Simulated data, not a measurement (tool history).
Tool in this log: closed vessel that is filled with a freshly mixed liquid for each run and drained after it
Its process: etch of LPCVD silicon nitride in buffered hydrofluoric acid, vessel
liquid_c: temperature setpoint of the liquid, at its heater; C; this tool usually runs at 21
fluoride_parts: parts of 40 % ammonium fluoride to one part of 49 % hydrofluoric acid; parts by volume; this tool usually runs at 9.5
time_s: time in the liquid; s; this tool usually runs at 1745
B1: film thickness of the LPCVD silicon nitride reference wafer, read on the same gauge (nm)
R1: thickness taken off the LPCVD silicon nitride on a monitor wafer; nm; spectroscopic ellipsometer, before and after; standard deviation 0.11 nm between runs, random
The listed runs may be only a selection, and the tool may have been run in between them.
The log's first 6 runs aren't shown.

{"run": 7, "day": 17.512, "liquid_c": 21, "fluoride_parts": 7.5, "time_s": 1955, "B1": 129.99, "R1": 28.35}
{"run": 8, "day": 21.362, "liquid_c": 21, "fluoride_parts": 9.5, "time_s": 1745, "B1": 130.01, "R1": 20.32}
{"run": 9, "day": 24.842, "liquid_c": 22.5, "fluoride_parts": 12.5, "time_s": 1745, "B1": 130, "R1": 16.86}
{"day": 26.442, "done": "thermometer replaced"}
{"run": 10, "day": 27.092, "liquid_c": 21, "fluoride_parts": 7.5, "time_s": 2540, "B1": 129.98, "R1": 36.03}
{"run": 11, "day": 29.371, "liquid_c": 21, "fluoride_parts": 9.5, "time_s": 1745, "B1": 130.03, "R1": 19.98}
{"run": 12, "day": 35.346, "liquid_c": 21, "fluoride_parts": 9.5, "time_s": 1745, "B1": 129.99, "R1": 19.75}
{"run": 13, "day": 37.062, "liquid_c": 21, "fluoride_parts": 9.5, "time_s": 1745, "B1": 130.01, "R1": 19.65}
{"day": 38.933, "done": "hydrofluoric acid flow meter replaced"}
{"run": 14, "day": 40.458, "liquid_c": 21, "fluoride_parts": 9.5, "time_s": 2325, "B1": 130, "R1": 27.89}
{"run": 15, "day": 43.567, "liquid_c": 18, "fluoride_parts": 9.5, "time_s": 1260, "B1": 129.98, "R1": 12.71}
{"run": 16, "day": 46.946, "liquid_c": 21, "fluoride_parts": 6.5, "time_s": 710, "B1": 130, "R1": 12.13}
{"day": 49.975, "done": "gauge calibrated"}
{"run": 17, "day": 53.338, "liquid_c": 21, "fluoride_parts": 11, "time_s": 1745, "B1": 130.01, "R1": 18.01}
{"run": 18, "day": 55.379, "liquid_c": 19, "fluoride_parts": 13, "time_s": 985, "B1": 130, "R1": 7.69}
{"run": 19, "day": 58.583, "liquid_c": 21, "fluoride_parts": 9.5, "time_s": 1745, "B1": 130.01, "R1": 20.58}
{"run": 20, "day": 61.738, "liquid_c": 22.5, "fluoride_parts": 11, "time_s": 1150, "B1": 130, "R1": 12.74}
{"run": 21, "day": 64.971, "liquid_c": 21, "fluoride_parts": 9.5, "time_s": 1745, "B1": 129.99, "R1": 20.4}
{"run": 22, "day": 71.067, "liquid_c": 18, "fluoride_parts": 9.5, "time_s": 1745, "B1": 130, "R1": 16.91}
{"run": 23, "day": 74.958, "liquid_c": 21, "fluoride_parts": 13.5, "time_s": 2335, "B1": 129.99, "R1": 19.03}
{"day": 75.238, "done": "hydrofluoric acid flow meter replaced"}
{"run": 24, "day": 77.692, "liquid_c": 21, "fluoride_parts": 9.5, "time_s": 1745, "B1": 130, "R1": 21.05}
{"run": 25, "day": 79.608, "liquid_c": 21, "fluoride_parts": 9.5, "time_s": 1745, "B1": 130.01, "R1": 21}
{"run": 26, "day": 83.692, "liquid_c": 21, "fluoride_parts": 9.5, "time_s": 1745, "B1": 130, "R1": 20.73}
{"run": 27, "day": 86.983, "liquid_c": 21, "fluoride_parts": 9.5, "time_s": 1745, "B1": 130.01, "R1": 20.57}
{"run": 28, "day": 89.312, "liquid_c": 21, "fluoride_parts": 11.5, "time_s": 1745, "B1": 130.01, "R1": 17.16}
{"run": 29, "day": 92.429, "liquid_c": 21, "fluoride_parts": 9.5, "time_s": 1350, "B1": 129.99, "R1": 15.96}
{"run": 30, "day": 96.012, "liquid_c": 18.5, "fluoride_parts": 13, "time_s": 2180, "B1": 129.98, "R1": 16.48}
{"run": 31, "day": 97.642, "liquid_c": 24.5, "fluoride_parts": 9.5, "time_s": 1745, "B1": 129.99, "R1": 24.85}

5 ways to go on from here, each from the tool as it stands after run 31. What would each give?
{"run": "A", "day": 97.688, "liquid_c": 21, "fluoride_parts": 9.5, "time_s": 740, "B1": "?", "R1": "?"}
{"run": "B", "day": 97.688, "liquid_c": 24.5, "fluoride_parts": 11.5, "time_s": 2510, "B1": "?", "R1": "?"}
{"run": "C", "day": 97.688, "liquid_c": 17, "fluoride_parts": 6, "time_s": 2745, "B1": "?", "R1": "?"}
{"run": "D", "day": 97.688, "liquid_c": 18.5, "fluoride_parts": 11, "time_s": 2225, "B1": "?", "R1": "?"}
{"run": "E", "day": 97.688, "liquid_c": 19.5, "fluoride_parts": 5.5, "time_s": 2260, "B1": "?", "R1": "?"}

run=A B1=130 R1=8.79
run=B B1=130 R1=30.01
run=C B1=130 R1=39.94
run=D B1=130 R1=19.92
run=E B1=130 R1=40.81
With no hidden state in the tool, these same runs would have given:
run=A R1=9.06
run=B R1=31.49
run=C R1=41.68
run=D R1=20.9
run=E R1=42.55
